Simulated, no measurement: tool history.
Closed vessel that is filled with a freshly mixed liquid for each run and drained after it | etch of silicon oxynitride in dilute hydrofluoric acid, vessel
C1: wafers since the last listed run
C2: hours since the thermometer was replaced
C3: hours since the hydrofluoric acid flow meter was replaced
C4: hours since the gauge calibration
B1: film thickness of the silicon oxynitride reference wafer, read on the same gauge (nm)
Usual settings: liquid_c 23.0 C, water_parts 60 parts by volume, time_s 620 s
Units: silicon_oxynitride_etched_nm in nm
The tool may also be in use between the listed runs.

Run 1, hour 0.0: usual settings; C1 0; C2 1074.6; C3 1310.2; C4 843.0; B1 130.02. Result: silicon_oxynitride_etched_nm 15.08 nm.
Run 2, hour 92.1: usual settings; C1 4437; C2 1166.7; C3 1402.3; C4 935.1; B1 129.99. Result: silicon_oxynitride_etched_nm 15.21 nm.
Run 3, hour 162.2: usual settings; C1 3377; C2 1236.8; C3 1472.4; C4 1005.2; B1 130.01. Result: silicon_oxynitride_etched_nm 15.04 nm.
Run 4, hour 248.7: usual settings; C1 4167; C2 1323.3; C3 1558.9; C4 1091.7; B1 129.98. Result: silicon_oxynitride_etched_nm 15.24 nm.
Run 5, hour 296.7: usual settings; C1 2312; C2 1371.3; C3 1606.9; C4 1139.7; B1 129.99. Result: silicon_oxynitride_etched_nm 15.34 nm.
At hour 310.0: thermometer replaced.
Run 6, hour 383.5: usual settings; C1 4133; C2 73.5; C3 1693.7; C4 1226.5; B1 130.01. Result: silicon_oxynitride_etched_nm 15.23 nm.
Run 7, hour 468.1: usual settings; C1 4075; C2 158.1; C3 1778.3; C4 1311.1; B1 130.02. Result: silicon_oxynitride_etched_nm 15.14 nm.
Run 8, hour 545.5: usual settings but time_s 740 s; C1 3728; C2 235.5; C3 1855.7; C4 1388.5; B1 129.98. Result: silicon_oxynitride_etched_nm 18.18 nm.
Run 9, hour 645.1: usual settings but water_parts 40 parts by volume; C1 4798; C2 335.1; C3 1955.3; C4 1488.1; B1 129.97. Result: silicon_oxynitride_etched_nm 22.95 nm.
Run 10, hour 693.2: usual settings but water_parts 40 parts by volume; C1 2317; C2 383.2; C3 2003.4; C4 1536.2; B1 129.96. Result: silicon_oxynitride_etched_nm 23.01 nm.
Run 11, hour 747.8: usual settings but water_parts 40 parts by volume; C1 2630; C2 437.8; C3 2058.0; C4 1590.8; B1 130.00. Result: silicon_oxynitride_etched_nm 23.12 nm.
Run 12, hour 842.3: usual settings but liquid_c 21.0 C, water_parts 30 parts by volume, time_s 260 s; C1 4552; C2 532.3; C3 2152.5; C4 1685.3; B1 130.00. Result: silicon_oxynitride_etched_nm 11.68 nm.
Run 13, hour 911.6: usual settings but time_s 915 s; C1 3338; C2 601.6; C3 2221.8; C4 1754.6; B1 130.00. Result: silicon_oxynitride_etched_nm 22.27 nm.
At hour 963.3: hydrofluoric acid flow meter replaced.
Run 14, hour 1001.4: usual settings but water_parts 80 parts by volume; C1 4278; C2 691.4; C3 38.1; C4 1844.4; B1 130.03. Result: silicon_oxynitride_etched_nm 11.13 nm.
Run 15, hour 1081.7: usual settings but liquid_c 19.5 C, water_parts 45 parts by volume, time_s 985 s; C1 3868; C2 771.7; C3 118.4; C4 1924.7; B1 130.02. Result: silicon_oxynitride_etched_nm 27.22 nm.
Run 16, hour 1155.5: usual settings but liquid_c 27.5 C; C1 3555; C2 845.5; C3 192.2; C4 1998.5; B1 130.02. Result: silicon_oxynitride_etched_nm 18.53 nm.
Run 17, hour 1232.6: usual settings but liquid_c 18.5 C, water_parts 90 parts by volume, time_s 410 s; C1 3714; C2 922.6; C3 269.3; C4 2075.6; B1 129.99. Result: silicon_oxynitride_etched_nm 5.23 nm.
Run 18, hour 1331.0: usual settings but time_s 910 s; C1 4740; C2 1021.0; C3 367.7; C4 2174.0; B1 130.02. Result: silicon_oxynitride_etched_nm 22.07 nm.
Run 19, hour 1428.3: usual settings but liquid_c 18.0 C, water_parts 40 parts by volume, time_s 735 s; C1 4687; C2 1118.3; C3 465.0; C4 2271.3; B1 130.00. Result: silicon_oxynitride_etched_nm 21.35 nm.
Run 20, hour 1647.3: usual settings but liquid_c 27.5 C, water_parts 80 parts by volume, time_s 320 s; C1 10550; C2 1337.3; C3 684.0; C4 2490.3; B1 129.99. Result: silicon_oxynitride_etched_nm 7.07 nm.
At hour 1692.2: thermometer replaced.
Run 21, hour 1741.8: usual settings; C1 4504; C2 49.6; C3 778.5; C4 2584.8; B1 129.97. Result: silicon_oxynitride_etched_nm 15.20 nm.
At hour 1761.1: gauge calibrated.
Run 22, hour 1808.0: usual settings; C1 3189; C2 115.8; C3 844.7; C4 46.9; B1 130.03. Result: silicon_oxynitride_etched_nm 15.18 nm.
Run 23, hour 1868.5: usual settings but liquid_c 18.5 C, water_parts 40 parts by volume, time_s 375 s; C1 2914; C2 176.3; C3 905.2; C4 107.4; B1 129.99. Result: silicon_oxynitride_etched_nm 11.26 nm.
Run 24, hour 1966.7: usual settings but time_s 505 s; C1 4730; C2 274.5; C3 1003.4; C4 205.6; B1 130.02. Result: silicon_oxynitride_etched_nm 12.38 nm.
Run 25, hour 2013.5: usual settings but liquid_c 25.5 C, water_parts 45 parts by volume, time_s 855 s; C1 2254; C2 321.3; C3 1050.2; C4 252.4; B1 130.01. Result: silicon_oxynitride_etched_nm 31.86 nm.
Run 26, hour 2061.4: usual settings but time_s 740 s; C1 2307; C2 369.2; C3 1098.1; C4 300.3; B1 129.99. Result: silicon_oxynitride_etched_nm 18.23 nm.
Run 27, hour 2154.8: usual settings; C1 4499; C2 462.6; C3 1191.5; C4 393.7; B1 130.00. Result: silicon_oxynitride_etched_nm 15.10 nm.
Run 28, hour 2215.5: usual settings; C1 2924; C2 523.3; C3 1252.2; C4 454.4; B1 130.02. Result: silicon_oxynitride_etched_nm 15.09 nm.
Run 29, hour 2292.3: usual settings but liquid_c 21.0 C, water_parts 90 parts by volume, time_s 310 s; C1 3699; C2 600.1; C3 1329.0; C4 531.2; B1 130.00. Result: silicon_oxynitride_etched_nm 4.52 nm.
Run 30, hour 2381.8: usual settings but liquid_c 24.5 C, water_parts 80 parts by volume, time_s 815 s; C1 4311; C2 689.6; C3 1418.5; C4 620.7; B1 130.03. Result: silicon_oxynitride_etched_nm 15.84 nm.
Run 31, hour 2432.5: usual settings; C1 2442; C2 740.3; C3 1469.2; C4 671.4; B1 129.99. Result: silicon_oxynitride_etched_nm 15.29 nm.
Run 32, hour 2493.9: usual settings but liquid_c 18.0 C, water_parts 70 parts by volume; C1 2958; C2 801.7; C3 1530.6; C4 732.8; B1 129.98. Result: silicon_oxynitride_etched_nm 10.04 nm.
Run 33, hour 2653.9: usual settings but liquid_c 25.0 C, water_parts 85 parts by volume, time_s 440 s; C1 7708; C2 961.7; C3 1690.6; C4 892.8; B1 130.00. Result: silicon_oxynitride_etched_nm 8.17 nm.
Run 34, hour 2751.6: usual settings but liquid_c 20.0 C, water_parts 85 parts by volume, time_s 465 s; C1 4706; C2 1059.4; C3 1788.3; C4 990.5; B1 129.99. Result: silicon_oxynitride_etched_nm 6.83 nm.

How the hidden state differs across the entries between the runs, from the last listed run before each to the first after it:
Between runs 5 and 6: thermometer replaced (hour 310.0)
  no hidden state differs between the two runs
Between runs 13 and 14: hydrofluoric acid flow meter replaced (hour 963.3)
  no hidden state differs between the two runs
Between runs 20 and 21: thermometer replaced (hour 1692.2)
  no hidden state differs between the two runs
Between runs 21 and 22: gauge calibrated (hour 1761.1)
  no hidden state differs between the two runs
